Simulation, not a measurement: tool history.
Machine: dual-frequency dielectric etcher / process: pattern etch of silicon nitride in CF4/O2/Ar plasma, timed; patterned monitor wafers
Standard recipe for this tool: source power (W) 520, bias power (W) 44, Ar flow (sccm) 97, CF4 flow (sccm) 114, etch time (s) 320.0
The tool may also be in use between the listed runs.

| run | hour | source power (W) | bias power (W) | Ar flow (sccm) | CF4 flow (sccm) | etch time (s) | wafers since the last listed run | hours since the last wet clean | hours since the last source power generator calibration | hours since the last bias power generator calibration | hours since the last Ar flow controller change | hours since the last CF4 flow controller change | hours since the last upper electrode change | hours since the gauge calibration | read-back reference wafer on the same gauge, depth_nm | mean etch depth across the wafer (Å) |
|---|---|---|---|---|---|---|---|---|---|---|---|---|---|---|---|---|
| 1 | 0.0 | 520 | 44 | 97 | 120 | 320.0 | 0 | 392.9 | 4800.8 | 153.2 | 5486.0 | 390.5 | 1863.0 | 317.1 | 595.6 | 6710 |
|  | 12.1 | source power generator calibrated |
| 2 | 48.0 | 520 | 44 | 97 | 114 | 320.0 | 159 | 440.9 | 35.9 | 201.2 | 5534.0 | 438.5 | 1911.0 | 365.1 | 595.5 | 6706 |
|  | 87.8 | wet clean of the chamber, repeated, since the last time left the tool worse |
| 3 | 105.9 | 520 | 44 | 97 | 114 | 320.0 | 122 | 18.1 | 93.8 | 259.1 | 5591.9 | 496.4 | 1968.9 | 423.0 | 595.4 | 6258 |
|  | 167.9 | Ar flow controller replaced |
| 4 | 184.9 | 640 | 44 | 97 | 114 | 320.0 | 264 | 97.1 | 172.8 | 338.1 | 17.0 | 575.4 | 2047.9 | 502.0 | 595.8 | 7099 |
| 5 | 286.3 | 630 | 47 | 97 | 114 | 266.5 | 367 | 198.5 | 274.2 | 439.5 | 118.4 | 676.8 | 2149.3 | 603.4 | 595.5 | 6022 |
| 6 | 387.3 | 520 | 44 | 97 | 93 | 320.0 | 365 | 299.5 | 375.2 | 540.5 | 219.4 | 777.8 | 2250.3 | 704.4 | 595.0 | 6232 |
| 7 | 443.3 | 520 | 44 | 97 | 114 | 267.0 | 202 | 355.5 | 431.2 | 596.5 | 275.4 | 833.8 | 2306.3 | 760.4 | 594.7 | 5336 |
| 8 | 485.4 | 520 | 44 | 111 | 114 | 270.0 | 152 | 397.6 | 473.3 | 638.6 | 317.5 | 875.9 | 2348.4 | 802.5 | 595.1 | 5341 |
|  | 551.4 | upper electrode replaced |
| 9 | 551.9 | 450 | 48 | 97 | 114 | 320.0 | 154 | 464.1 | 539.8 | 705.1 | 384.0 | 942.4 | 0.5 | 869.0 | 595.6 | 6096 |
|  | 594.6 | wet clean of the chamber |
| 10 | 614.8 | 520 | 33 | 97 | 114 | 320.0 | 140 | 20.2 | 602.7 | 768.0 | 446.9 | 1005.3 | 63.4 | 931.9 | 596.5 | 5683 |
| 11 | 670.6 | 450 | 52 | 97 | 114 | 379.0 | 202 | 76.0 | 658.5 | 823.8 | 502.7 | 1061.1 | 119.2 | 987.7 | 595.7 | 7341 |
| 12 | 740.4 | 520 | 52 | 86 | 131 | 295.0 | 252 | 145.8 | 728.3 | 893.6 | 572.5 | 1130.9 | 189.0 | 1057.5 | 595.0 | 6277 |

Expected results for the next run?
| 13 | 842.9 | 520 | 44 | 97 | 114 | 320.0 | 371 | 248.3 | 830.8 | 996.1 | 675.0 | 1233.4 | 291.5 | 1160.0 | ? | ? |

{"run 13": {"read-back reference wafer on the same gauge, depth_nm": 594.8, "mean etch depth across the wafer (Å)": 6359}}
If the tool had no hidden condition, the same run with the same run-to-run variation would have returned mean etch depth across the wafer (Å) 6299.

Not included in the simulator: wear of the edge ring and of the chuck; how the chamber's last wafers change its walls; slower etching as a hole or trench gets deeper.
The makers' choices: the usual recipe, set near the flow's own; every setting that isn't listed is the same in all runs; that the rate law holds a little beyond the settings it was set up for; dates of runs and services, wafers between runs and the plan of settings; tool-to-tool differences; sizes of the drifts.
